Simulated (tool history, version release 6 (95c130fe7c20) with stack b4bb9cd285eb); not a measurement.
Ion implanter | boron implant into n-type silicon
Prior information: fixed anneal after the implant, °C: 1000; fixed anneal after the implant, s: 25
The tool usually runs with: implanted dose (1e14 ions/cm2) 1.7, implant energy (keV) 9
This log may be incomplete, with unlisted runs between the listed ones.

| run | hour | implanted dose (1e14 ions/cm2) | implant energy (keV) | read-back reference wafer on the same gauge, sheet resistance | sheet resistance of the implanted and annealed layer (ohm/square) |
|---|---|---|---|---|---|
| 1 | 0 | 1.7 | 9 | 628.72 | 585.41 |
|  | 97.1 | Faraday cup replaced and dose calibrated |
| 2 | 98.6 | 2.01 | 9 | 628.99 | 506.12 |
| 3 | 189 | 2.01 | 9 | 629.09 | 506.94 |
| 4 | 227.8 | 2.01 | 9 | 629.17 | 509.31 |
| 5 | 332.4 | 1.58 | 9 | 628.7 | 617.23 |
| 6 | 405.8 | 1.7 | 9 | 628.91 | 582.46 |
| 7 | 477.3 | 1.7 | 9 | 628.69 | 583.37 |
| 8 | 574.6 | 1.7 | 9 | 629.05 | 585.05 |
| 9 | 678.2 | 1.5 | 10.5 | 629.31 | 635.19 |
| 10 | 759.6 | 1.7 | 9 | 628.68 | 586.74 |
| 11 | 833.5 | 1.7 | 9 | 628.87 | 586.19 |
| 12 | 882.1 | 1.7 | 9 | 628.82 | 587.22 |
| 13 | 942.1 | 1.7 | 9 | 628.83 | 587.52 |
| 14 | 1026.3 | 1.44 | 7.5 | 629.19 | 687.58 |
| 15 | 1133.8 | 1.41 | 9 | 628.91 | 685.76 |
| 16 | 1218.6 | 2.21 | 11.5 | 629.23 | 461.24 |
|  | 1254.2 | Faraday cup replaced and dose calibrated |
| 17 | 1541.8 | 2.01 | 9 | 629.27 | 507.84 |
| 18 | 1603.9 | 1.94 | 9 | 628.91 | 522.95 |
| 19 | 1640.5 | 1.56 | 12 | 629.2 | 601.54 |
| 20 | 1744.1 | 2.14 | 10.5 | 628.95 | 474.44 |
|  | 1821.2 | extraction supply calibrated |
| 21 | 1856.6 | 2.06 | 9 | 629.11 | 501.11 |
|  | 1895.4 | gauge calibrated |
| 22 | 1964 | 2.1 | 11 | 629.49 | 480.47 |
| 23 | 2055.5 | 2 | 10 | 629.26 | 506.29 |
| 24 | 2103 | 2.13 | 12 | 629.31 | 468.93 |
| 25 | 2169.7 | 1.7 | 9 | 629.01 | 586.13 |
| 26 | 2210.4 | 1.87 | 9 | 629.05 | 542.88 |
| 27 | 2288 | 2.15 | 9 | 628.94 | 484.65 |
| 28 | 2370.1 | 1.7 | 9 | 629.37 | 588.25 |
| 29 | 2412.6 | 1.7 | 9 | 628.92 | 588.97 |
|  | 2423.7 | Faraday cup replaced and dose calibrated |
| 30 | 2484.5 | 1.7 | 9 | 629 | 582.4 |
| 31 | 2591.1 | 1.7 | 9 | 628.73 | 583.02 |
| 32 | 2657.5 | 2.07 | 10.5 | 629.28 | 485.32 |
| 33 | 2726.7 | 1.44 | 11 | 628.99 | 649.77 |
| 34 | 2789.3 | 1.7 | 9 | 629.02 | 583.86 |
| 35 | 2888.7 | 2.01 | 9 | 629.08 | 510.09 |
| 36 | 2946.1 | 1.26 | 7 | 629.33 | 769 |
| 37 | 3025.4 | 2.14 | 10.5 | 628.89 | 477.14 |

Hidden state, per run?
deviation of the true energy from its setpoint, %: 0 at every run
gauge reads high (%): 0 at every run
H1: deviation of the true dose from the Faraday cup's reading, %
| run | H1 |
|---|---|
| 1 | -1.49 |
| 2 | -0.146 |
| 3 | -0.294 |
| 4 | -0.358 |
| 5 | -0.53 |
| 6 | -0.65 |
| 7 | -0.768 |
| 8 | -0.927 |
| 9 | -1.1 |
| 10 | -1.23 |
| 11 | -1.35 |
| 12 | -1.43 |
| 13 | -1.53 |
| 14 | -1.67 |
| 15 | -1.85 |
| 16 | -1.98 |
| 17 | -0.288 |
| 18 | -0.39 |
| 19 | -0.45 |
| 20 | -0.62 |
| 21 | -0.805 |
| 22 | -0.981 |
| 23 | -1.13 |
| 24 | -1.21 |
| 25 | -1.32 |
| 26 | -1.39 |
| 27 | -1.51 |
| 28 | -1.65 |
| 29 | -1.72 |
| 30 | -0.217 |
| 31 | -0.392 |
| 32 | -0.501 |
| 33 | -0.615 |
| 34 | -0.718 |
| 35 | -0.881 |
| 36 | -0.975 |
| 37 | -1.11 |
